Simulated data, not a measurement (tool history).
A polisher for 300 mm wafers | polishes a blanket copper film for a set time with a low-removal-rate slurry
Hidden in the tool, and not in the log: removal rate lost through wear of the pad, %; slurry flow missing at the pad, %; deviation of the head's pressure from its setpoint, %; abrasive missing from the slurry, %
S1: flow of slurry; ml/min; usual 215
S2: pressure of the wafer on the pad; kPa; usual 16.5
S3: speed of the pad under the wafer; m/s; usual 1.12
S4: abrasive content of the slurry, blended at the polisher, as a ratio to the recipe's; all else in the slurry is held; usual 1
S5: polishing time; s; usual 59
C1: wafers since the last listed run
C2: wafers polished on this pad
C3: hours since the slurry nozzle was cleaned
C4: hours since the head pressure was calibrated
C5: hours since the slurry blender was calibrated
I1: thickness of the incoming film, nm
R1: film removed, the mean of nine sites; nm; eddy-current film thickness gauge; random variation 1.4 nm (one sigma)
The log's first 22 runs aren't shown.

run	day	S1	S2	S3	S4	S5	C1	C2	C3	C4	C5	I1	R1
23	11.446	215	13.1	1.12	0.75	41	198	732	167.9	653.4	21.5	967.8	90.7
# day 11.921: head pressure recalibrated
24	11.942	290	16.5	1.12	1.15	59	118	851	179.8	0.5	33.4	982.2	187.7
# day 12.3: worn pad replaced by a new one
25	12.621	215	16.5	1.12	1	59	147	92	196.1	16.8	49.7	960.8	173
26	13.146	215	16.5	1.12	1	59	151	243	208.7	29.4	62.3	979.8	175.5
27	13.771	215	16.5	1.46	1.2	59	180	423	223.7	44.4	77.3	965.3	234.8
28	14.217	215	16.5	1.12	1	59	128	551	234.4	55.1	88	968.1	174.2
29	14.825	265	16.5	1.12	1	59	175	726	249	69.7	102.6	975.8	178.7
30	15.429	215	16.5	1.12	1	45	174	900	263.5	84.2	117.1	961.1	133.4
# day 16.054: worn pad replaced by a new one
31	16.075	215	16.5	1.12	1	59	138	5	279	99.7	132.6	968.7	175.1

Forecast each of these 3 alternatives for the next run:
A	16.092	215	16.5	1.12	1	59	4	10	279.4	100.1	133	974.5	?
B	16.092	215	16.5	1.12	1.2	59	4	10	279.4	100.1	133	974.5	?
C	16.092	215	15.2	1.5	1.3	59	4	10	279.4	100.1	133	974.5	?

run	R1
A	176.6
B	183.3
C	226.6
Without the tool's hidden state the same runs would have given:
run	R1
A	176.6
B	183.3
C	226.6
